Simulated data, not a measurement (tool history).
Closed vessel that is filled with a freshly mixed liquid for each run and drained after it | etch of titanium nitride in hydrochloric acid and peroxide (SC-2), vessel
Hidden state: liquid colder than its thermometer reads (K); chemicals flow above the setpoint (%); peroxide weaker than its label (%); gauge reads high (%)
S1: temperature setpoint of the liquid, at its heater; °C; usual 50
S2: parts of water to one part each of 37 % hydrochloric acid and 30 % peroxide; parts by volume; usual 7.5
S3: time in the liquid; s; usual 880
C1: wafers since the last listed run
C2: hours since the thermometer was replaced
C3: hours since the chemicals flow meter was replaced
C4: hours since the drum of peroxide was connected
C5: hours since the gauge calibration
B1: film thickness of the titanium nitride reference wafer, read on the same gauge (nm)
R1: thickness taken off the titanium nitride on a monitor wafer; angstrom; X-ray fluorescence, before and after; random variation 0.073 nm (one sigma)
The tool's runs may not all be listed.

run	hour	S1	S2	S3	C1	C2	C3	C4	C5	B1	R1
1	0	50	7.5	880	0	1540.2	2101.7	898.3	1355.6	60	211.6
# hour 7.2: thermometer replaced
2	68.3	50	7.5	880	4234	61.1	2170	966.6	1423.9	60.04	220
# hour 115.2: new drum of peroxide connected
3	129.7	50	7.5	880	3800	122.5	2231.4	14.5	1485.3	60.02	220.8
4	233.8	50	7.5	1145	6550	226.6	2335.5	118.6	1589.4	60.02	286.3
5	296.5	50	7.5	1145	3945	289.3	2398.2	181.3	1652.1	60.03	286.2
# hour 328.4: chemicals flow meter replaced
6	339.9	50	7.5	880	2667	332.7	11.5	224.7	1695.5	59.99	218.2
7	397.3	46.5	7.5	880	3611	390.1	68.9	282.1	1752.9	59.97	172.8
8	423.1	50	7.5	880	1623	415.9	94.7	307.9	1778.7	59.99	218.8
9	462	50	7.5	880	2447	454.8	133.6	346.8	1817.6	59.97	218.7
# hour 465.7: gauge calibrated
10	503.4	50	7.5	610	2605	496.2	175	388.2	37.7	60.03	151.5
11	548.6	53.5	7.5	1025	2844	541.4	220.2	433.4	82.9	59.99	318.6
12	612.8	55	4.5	650	4039	605.6	284.4	497.6	147.1	59.99	326
13	654.5	47	10.5	1370	2623	647.3	326.1	539.3	188.8	60.03	210.1
14	711.2	44.5	4	560	3567	704	382.8	596	245.5	60	149.6
15	766.6	44.5	4	560	3485	759.4	438.2	651.4	300.9	60	150.6
16	875.5	41	10.5	1225	6852	868.3	547.1	760.3	409.8	60.02	123.2
17	923.3	59.5	10	645	3007	916.1	594.9	808.1	457.6	60.03	230.9
18	955.2	58	7.5	1240	2007	948	626.8	840	489.5	59.98	509.9
19	983.8	54.5	9.5	1040	1799	976.6	655.4	868.6	518.1	60.01	284
20	1020.3	41	8.5	880	2296	1013.1	691.9	905.1	554.6	60.02	104.8
# hour 1043.4: new drum of peroxide connected
21	1066.5	50	7.5	880	2844	1059.3	738.1	23.1	600.8	60	215.5
22	1101.6	45	7.5	880	2208	1094.4	773.2	58.2	635.9	60	153.2
23	1170.1	59	11	880	4310	1162.9	841.7	126.7	704.4	60.01	281.3
24	1245.4	53.5	9.5	610	4738	1238.2	917	202	779.7	59.98	154
25	1307.8	50	7.5	880	3926	1300.6	979.4	264.4	842.1	59.99	213
26	1378.2	50	6	1170	4429	1371	1049.8	334.8	912.5	60.01	336.1
27	1431.2	45.5	7.5	585	3334	1424	1102.8	387.8	965.5	59.99	103.4
28	1480.9	58.5	9.5	550	3127	1473.7	1152.5	437.5	1015.2	59.98	190.8

Forecast each of these 5 alternatives for the next run:
A	1481.8	50	7.5	880	56	1474.6	1153.4	438.4	1016.1	?	?
B	1481.8	50	4.5	880	56	1474.6	1153.4	438.4	1016.1	?	?
C	1481.8	47.5	6	655	56	1474.6	1153.4	438.4	1016.1	?	?
D	1481.8	54.5	7.5	880	56	1474.6	1153.4	438.4	1016.1	?	?
E	1481.8	42	11	1265	56	1474.6	1153.4	438.4	1016.1	?	?

run	B1	R1
A	60.03	211.8
B	60.03	309.5
C	60.03	158.1
D	60.03	285.1
E	60.03	128.5
Without the tool's hidden state the same runs would have given:
run	R1
A	221.3
B	323.5
C	165.4
D	297.6
E	134.6

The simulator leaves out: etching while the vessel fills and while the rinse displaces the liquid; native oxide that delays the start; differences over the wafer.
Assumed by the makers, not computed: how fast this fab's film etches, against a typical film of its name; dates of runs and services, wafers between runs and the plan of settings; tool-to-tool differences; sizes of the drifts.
